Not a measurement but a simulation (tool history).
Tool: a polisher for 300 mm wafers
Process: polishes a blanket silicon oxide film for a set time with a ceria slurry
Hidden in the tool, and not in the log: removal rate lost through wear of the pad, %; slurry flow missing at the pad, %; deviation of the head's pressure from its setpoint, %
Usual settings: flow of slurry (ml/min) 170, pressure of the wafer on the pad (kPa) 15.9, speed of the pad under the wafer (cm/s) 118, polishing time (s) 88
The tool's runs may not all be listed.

| run | hour | flow of slurry (ml/min) | pressure of the wafer on the pad (kPa) | speed of the pad under the wafer (cm/s) | polishing time (s) | wafers since the last listed run | wafers polished on this pad | hours since the slurry nozzle was cleaned | hours since the head pressure was calibrated | incoming thickness of the incoming film, nm | film removed (angstrom) |
|---|---|---|---|---|---|---|---|---|---|---|---|
| 1 | 0.0 | 140 | 15.9 | 128 | 88 | 0 | 1847 | 699.0 | 535.6 | 1579.0 | 3970 |
|  | 39.8 | head pressure recalibrated |
| 2 | 58.7 | 185 | 15.9 | 118 | 88 | 659 | 2507 | 757.7 | 18.9 | 1575.4 | 3732 |
|  | 110.6 | slurry nozzle cleaned |
| 3 | 122.9 | 170 | 20.0 | 118 | 88 | 735 | 3242 | 12.3 | 83.1 | 1587.4 | 4344 |
| 4 | 189.4 | 170 | 20.0 | 118 | 88 | 773 | 4015 | 78.8 | 149.6 | 1612.5 | 4030 |
|  | 208.7 | worn pad replaced by a new one |
| 5 | 262.1 | 170 | 20.0 | 118 | 88 | 799 | 621 | 151.5 | 222.3 | 1586.1 | 4616 |
| 6 | 287.7 | 170 | 15.9 | 118 | 88 | 297 | 918 | 177.1 | 247.9 | 1580.0 | 3861 |
| 7 | 332.2 | 170 | 15.9 | 118 | 88 | 517 | 1436 | 221.6 | 292.4 | 1591.8 | 3810 |
| 8 | 367.2 | 170 | 15.9 | 118 | 88 | 407 | 1843 | 256.6 | 327.4 | 1627.8 | 3823 |
| 9 | 418.0 | 170 | 15.9 | 118 | 88 | 590 | 2434 | 307.4 | 378.2 | 1595.7 | 3819 |
| 10 | 464.2 | 170 | 15.9 | 118 | 88 | 537 | 2972 | 353.6 | 424.4 | 1621.3 | 3665 |
| 11 | 495.9 | 170 | 15.9 | 118 | 88 | 368 | 3340 | 385.3 | 456.1 | 1581.8 | 3595 |
| 12 | 567.2 | 170 | 15.9 | 118 | 88 | 829 | 4170 | 456.6 | 527.4 | 1595.6 | 3383 |
|  | 581.7 | worn pad replaced by a new one |
|  | 624.6 | head pressure recalibrated |
| 13 | 630.5 | 170 | 15.9 | 118 | 88 | 666 | 544 | 519.9 | 5.9 | 1613.9 | 3812 |
| 14 | 683.1 | 170 | 15.9 | 118 | 88 | 611 | 1156 | 572.5 | 58.5 | 1632.5 | 3894 |
| 15 | 709.5 | 170 | 19.3 | 118 | 88 | 307 | 1463 | 598.9 | 84.9 | 1642.8 | 4477 |
| 16 | 740.5 | 170 | 19.3 | 118 | 88 | 360 | 1824 | 629.9 | 115.9 | 1642.9 | 4412 |
| 17 | 764.8 | 170 | 15.9 | 96 | 88 | 282 | 2107 | 654.2 | 140.2 | 1629.4 | 3336 |
| 18 | 832.1 | 170 | 19.3 | 118 | 88 | 782 | 2889 | 721.5 | 207.5 | 1609.6 | 4262 |
| 19 | 903.0 | 170 | 15.9 | 118 | 77 | 824 | 3714 | 792.4 | 278.4 | 1625.9 | 3033 |
|  | 913.6 | worn pad replaced by a new one |
| 20 | 973.2 | 170 | 13.1 | 134 | 88 | 770 | 693 | 862.6 | 348.6 | 1615.9 | 3632 |
| 21 | 1021.5 | 170 | 15.9 | 118 | 88 | 561 | 1255 | 910.9 | 396.9 | 1589.0 | 3906 |
|  | 1055.0 | slurry nozzle cleaned |
| 22 | 1056.7 | 145 | 11.7 | 118 | 88 | 397 | 1653 | 1.7 | 432.1 | 1587.8 | 2930 |
| 23 | 1127.0 | 145 | 20.0 | 118 | 58 | 817 | 2471 | 72.0 | 502.4 | 1636.5 | 2821 |
|  | 1254.3 | head pressure recalibrated |
|  | 1272.8 | worn pad replaced by a new one |
| 24 | 1285.0 | 115 | 15.9 | 118 | 88 | 1768 | 142 | 230.0 | 30.7 | 1588.7 | 3629 |
| 25 | 1311.6 | 140 | 20.7 | 152 | 80 | 309 | 451 | 256.6 | 57.3 | 1611.1 | 5026 |
| 26 | 1380.7 | 170 | 15.9 | 118 | 88 | 803 | 1255 | 325.7 | 126.4 | 1631.2 | 3833 |
| 27 | 1423.1 | 170 | 20.0 | 102 | 88 | 493 | 1748 | 368.1 | 168.8 | 1622.1 | 4120 |
| 28 | 1472.2 | 145 | 17.2 | 146 | 101 | 571 | 2320 | 417.2 | 217.9 | 1631.0 | 5275 |
| 29 | 1509.2 | 170 | 13.1 | 118 | 60 | 430 | 2750 | 454.2 | 254.9 | 1627.4 | 2131 |
| 30 | 1561.7 | 225 | 11.7 | 148 | 62 | 610 | 3361 | 506.7 | 307.4 | 1611.0 | 2482 |
| 31 | 1596.4 | 170 | 21.4 | 148 | 88 | 403 | 3764 | 541.4 | 342.1 | 1600.5 | 5261 |
|  | 1633.9 | worn pad replaced by a new one |
| 32 | 1668.4 | 170 | 15.9 | 118 | 88 | 791 | 401 | 613.4 | 414.1 | 1628.0 | 3995 |
| 33 | 1737.3 | 170 | 15.9 | 118 | 64 | 801 | 1203 | 682.3 | 483.0 | 1601.2 | 2787 |

3 ways to go on from here, each from the tool as it stands after run 33. What would each give?
| A | 1737.7 | 170 | 15.9 | 118 | 88 | 4 | 1208 | 682.7 | 483.4 | 1634.5 | ? |
| B | 1737.7 | 170 | 15.9 | 132 | 111 | 4 | 1208 | 682.7 | 483.4 | 1634.5 | ? |
| C | 1737.7 | 135 | 15.9 | 142 | 88 | 4 | 1208 | 682.7 | 483.4 | 1634.5 | ? |

| run | film removed (angstrom) |
|---|---|
| A | 3818 |
| B | 5226 |
| C | 4215 |
Without the tool's hidden state the same runs would have given:
| run | film removed (angstrom) |
|---|---|
| A | 3880 |
| B | 5312 |
| C | 4284 |
